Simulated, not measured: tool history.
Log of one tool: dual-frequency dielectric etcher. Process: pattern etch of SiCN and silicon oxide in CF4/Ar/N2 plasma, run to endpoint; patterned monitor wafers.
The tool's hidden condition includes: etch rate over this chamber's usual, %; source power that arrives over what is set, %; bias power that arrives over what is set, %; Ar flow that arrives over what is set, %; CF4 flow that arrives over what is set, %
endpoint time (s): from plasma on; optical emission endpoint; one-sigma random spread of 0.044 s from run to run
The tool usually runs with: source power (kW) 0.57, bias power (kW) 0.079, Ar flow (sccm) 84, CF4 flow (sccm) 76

run,day,source power (kW),bias power (kW),Ar flow (sccm),CF4 flow (sccm),wafers since the last listed run,hours since the last wet clean,hours since the last source power generator calibration,hours since the last bias power generator calibration,hours since the last Ar flow controller change,hours since the last CF4 flow controller change,hours since the last upper electrode change,"incoming incoming film thickness, nm",endpoint time (s)
1,0,0.57,0.079,84,76,0,459.5,2557.3,4358.9,3995,2202,5740.4,12.55,11.4
2,0.671,0.57,0.079,84,76,192,475.6,2573.4,4375,4011.1,2218.1,5756.5,12.74,11.6
3,1.354,0.57,0.079,84,65,196,492,2589.8,4391.4,4027.5,2234.5,5772.9,12.7,11.8
4,1.938,0.57,0.079,84,76,167,506,2603.8,4405.4,4041.5,2248.5,5786.9,12.64,11.6
5,2.558,0.57,0.079,84,76,178,520.9,2618.7,4420.3,4056.4,2263.4,5801.8,12.8,11.6
# day 2.833: Ar flow controller replaced
# day 4.354: CF4 flow controller replaced
# day 4.729: upper electrode replaced
# day 5.204: wet clean of the chamber
# day 5.354: bias power generator calibrated
6,5.375,0.57,0.089,70,76,377,4.1,2686.3,0.5,61,24.5,15.5,12.82,11.2
7,5.388,0.57,0.079,84,76,3,4.4,2686.6,0.8,61.3,24.8,15.8,12.73,12.1
8,5.404,0.57,0.079,84,76,4,4.8,2687,1.2,61.7,25.2,16.2,12.56,12
9,5.417,0.69,0.079,98,76,3,5.1,2687.3,1.5,62,25.5,16.5,12.73,10.2
# day 5.817: source power generator calibrated
# day 6.629: wet clean of the chamber, repeated, since the last time left the tool worse
10,6.65,0.57,0.079,84,71,72,0.5,20,31.1,91.6,55.1,46.1,12.67,11.3
11,6.662,0.63,0.079,84,76,3,0.8,20.3,31.4,91.9,55.4,46.4,12.63,10.1
12,6.675,0.57,0.079,90,94,3,1.1,20.6,31.7,92.2,55.7,46.7,12.84,11.2
13,6.962,0.44,0.079,94,92,82,8,27.5,38.6,99.1,62.6,53.6,12.64,14.5
14,7.517,0.65,0.079,84,76,159,21.3,40.8,51.9,112.4,75.9,66.9,12.73,9.9
15,8.388,0.57,0.079,84,76,249,42.2,61.7,72.8,133.3,96.8,87.8,12.48,11.2
16,8.746,0.63,0.079,84,76,102,50.8,70.3,81.4,141.9,105.4,96.4,12.77,10.4

Across each entry between runs, compare the hidden state at the last listed run before it with the hidden state at the first listed run after it:
Runs 5 to 6: Ar flow controller replaced (day 2.833); CF4 flow controller replaced (day 4.354); upper electrode replaced (day 4.729); wet clean of the chamber (day 5.204); bias power generator calibrated (day 5.354)
  etch rate over this chamber's usual, %: -2.95 -> -6.71
  measured result minus the result with no hidden state, endpoint time (s): +0.4 -> +0.7
Runs 9 to 10: source power generator calibrated (day 5.817); wet clean of the chamber, repeated, since the last time left the tool worse (day 6.629)
  etch rate over this chamber's usual, %: -6.71 -> -0.354
  measured result minus the result with no hidden state, endpoint time (s): +0.7 -> +0
